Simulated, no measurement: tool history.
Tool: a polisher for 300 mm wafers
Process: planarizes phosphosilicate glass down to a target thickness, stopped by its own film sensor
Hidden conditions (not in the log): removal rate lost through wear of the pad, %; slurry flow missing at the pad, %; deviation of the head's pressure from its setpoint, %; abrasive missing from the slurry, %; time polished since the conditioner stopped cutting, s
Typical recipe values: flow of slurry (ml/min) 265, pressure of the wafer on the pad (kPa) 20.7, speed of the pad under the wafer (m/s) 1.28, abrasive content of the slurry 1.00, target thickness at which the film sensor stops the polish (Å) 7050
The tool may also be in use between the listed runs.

| run | day | flow of slurry (ml/min) | pressure of the wafer on the pad (kPa) | speed of the pad under the wafer (m/s) | abrasive content of the slurry | target thickness at which the film sensor stops the polish (Å) | wafers since the last listed run | wafers polished on this pad | hours since the slurry nozzle was cleaned | hours since the head pressure was calibrated | hours since the slurry blender was calibrated | hours since the conditioning disc was replaced | incoming thickness of the incoming film, nm | time until the film sensor stopped the polish (s) |
|---|---|---|---|---|---|---|---|---|---|---|---|---|---|---|
| 1 | 0.000 | 265 | 24.1 | 1.28 | 1.00 | 5140 | 0 | 50 | 336.2 | 1177.8 | 358.1 | 297.2 | 1762.4 | 121.6 |
| 2 | 0.992 | 265 | 20.7 | 1.14 | 1.00 | 7050 | 107 | 158 | 360.0 | 1201.6 | 381.9 | 321.0 | 1748.3 | 133.0 |
| 3 | 1.521 | 265 | 20.7 | 1.14 | 1.00 | 7050 | 57 | 215 | 372.7 | 1214.3 | 394.6 | 333.7 | 1757.2 | 134.3 |
| 4 | 2.454 | 265 | 20.7 | 1.14 | 1.00 | 7050 | 101 | 316 | 395.1 | 1236.7 | 417.0 | 356.1 | 1740.3 | 135.5 |
| 5 | 3.788 | 265 | 20.7 | 1.28 | 1.00 | 7050 | 144 | 461 | 427.1 | 1268.7 | 449.0 | 388.1 | 1762.0 | 130.4 |
|  | 5.583 | conditioning disc replaced and pad reconditioned |
|  | 5.621 | slurry blender recalibrated |
| 6 | 7.162 | 265 | 20.7 | 1.28 | 1.00 | 7050 | 353 | 814 | 508.1 | 1349.7 | 37.0 | 37.9 | 1734.9 | 128.8 |
|  | 7.683 | worn pad replaced by a new one |
| 7 | 7.925 | 265 | 20.7 | 1.28 | 1.00 | 7050 | 64 | 26 | 526.4 | 1368.0 | 55.3 | 56.2 | 1737.5 | 114.9 |
| 8 | 9.112 | 290 | 20.7 | 1.28 | 1.00 | 7050 | 128 | 155 | 554.9 | 1396.5 | 83.8 | 84.7 | 1745.5 | 120.0 |
| 9 | 10.162 | 180 | 26.2 | 1.28 | 1.25 | 5620 | 113 | 269 | 580.1 | 1421.7 | 109.0 | 109.9 | 1753.4 | 104.9 |
| 10 | 11.446 | 265 | 24.1 | 1.28 | 1.00 | 5140 | 139 | 408 | 610.9 | 1452.5 | 139.8 | 140.7 | 1746.0 | 129.2 |
| 11 | 12.400 | 265 | 17.9 | 1.28 | 1.00 | 7050 | 103 | 512 | 633.8 | 1475.4 | 162.7 | 163.6 | 1767.1 | 149.2 |
|  | 12.733 | head pressure recalibrated |
| 12 | 13.238 | 330 | 20.7 | 1.28 | 1.00 | 5910 | 81 | 593 | 653.9 | 12.1 | 182.8 | 183.7 | 1786.3 | 145.8 |
| 13 | 13.892 | 220 | 17.9 | 1.28 | 0.85 | 7050 | 70 | 664 | 669.6 | 27.8 | 198.5 | 199.4 | 1745.8 | 166.5 |
|  | 14.450 | slurry nozzle cleaned |
| 14 | 14.892 | 265 | 20.7 | 1.28 | 0.75 | 10360 | 103 | 768 | 10.6 | 51.8 | 222.5 | 223.4 | 1740.0 | 110.1 |
|  | 16.104 | worn pad replaced by a new one |
| 15 | 16.167 | 180 | 20.7 | 1.28 | 1.00 | 7050 | 120 | 6 | 41.2 | 82.4 | 253.1 | 254.0 | 1768.6 | 120.6 |
| 16 | 16.988 | 240 | 24.1 | 1.58 | 1.00 | 9840 | 89 | 96 | 60.9 | 102.1 | 272.8 | 273.7 | 1769.5 | 66.8 |
| 17 | 18.296 | 175 | 20.7 | 1.28 | 1.00 | 8220 | 141 | 237 | 92.3 | 133.5 | 304.2 | 305.1 | 1736.8 | 112.5 |
| 18 | 19.612 | 265 | 20.7 | 1.52 | 1.00 | 3820 | 142 | 380 | 123.9 | 165.1 | 335.8 | 336.7 | 1782.0 | 147.1 |
| 19 | 20.267 | 350 | 20.7 | 0.90 | 1.00 | 4480 | 70 | 451 | 139.6 | 180.8 | 351.5 | 352.4 | 1738.5 | 198.6 |
| 20 | 21.083 | 265 | 20.7 | 1.28 | 1.00 | 7050 | 88 | 540 | 159.2 | 200.4 | 371.1 | 372.0 | 1761.1 | 128.0 |
| 21 | 22.079 | 265 | 20.7 | 1.28 | 1.00 | 7050 | 108 | 648 | 183.1 | 224.3 | 395.0 | 395.9 | 1738.5 | 127.1 |
|  | 22.446 | conditioning disc replaced and pad reconditioned |
|  | 23.325 | worn pad replaced by a new one |
| 22 | 23.371 | 240 | 20.7 | 1.28 | 1.00 | 9220 | 113 | 5 | 214.1 | 255.3 | 426.0 | 22.2 | 1796.5 | 97.3 |
| 23 | 24.288 | 265 | 20.7 | 1.28 | 1.00 | 7050 | 99 | 104 | 236.1 | 277.3 | 448.0 | 44.2 | 1738.1 | 119.5 |
| 24 | 25.462 | 265 | 20.7 | 1.12 | 1.00 | 7050 | 127 | 232 | 264.3 | 305.5 | 476.2 | 72.4 | 1766.7 | 137.9 |

Branching from run 24: 5 alternative next runs. What would each branch give?
| A | 25.483 | 265 | 20.7 | 1.28 | 1.00 | 7050 | 2 | 234 | 264.8 | 306.0 | 476.7 | 72.9 | 1750.2 | ? |
| B | 25.483 | 195 | 20.7 | 1.28 | 1.25 | 6100 | 2 | 234 | 264.8 | 306.0 | 476.7 | 72.9 | 1750.2 | ? |
| C | 25.483 | 205 | 17.2 | 1.28 | 1.25 | 7050 | 2 | 234 | 264.8 | 306.0 | 476.7 | 72.9 | 1750.2 | ? |
| D | 25.483 | 215 | 15.9 | 0.84 | 1.00 | 3970 | 2 | 234 | 264.8 | 306.0 | 476.7 | 72.9 | 1750.2 | ? |
| E | 25.483 | 265 | 20.7 | 0.92 | 1.00 | 4370 | 2 | 234 | 264.8 | 306.0 | 476.7 | 72.9 | 1750.2 | ? |

| run | time until the film sensor stopped the polish (s) |
|---|---|
| A | 121.5 |
| B | 121.1 |
| C | 132.5 |
| D | 286.8 |
| E | 195.4 |
Without the tool's unlogged condition, the same runs would have read:
| run | time until the film sensor stopped the polish (s) |
|---|---|
| A | 111.9 |
| B | 111.6 |
| C | 122.1 |
| D | 264.2 |
| E | 180.0 |

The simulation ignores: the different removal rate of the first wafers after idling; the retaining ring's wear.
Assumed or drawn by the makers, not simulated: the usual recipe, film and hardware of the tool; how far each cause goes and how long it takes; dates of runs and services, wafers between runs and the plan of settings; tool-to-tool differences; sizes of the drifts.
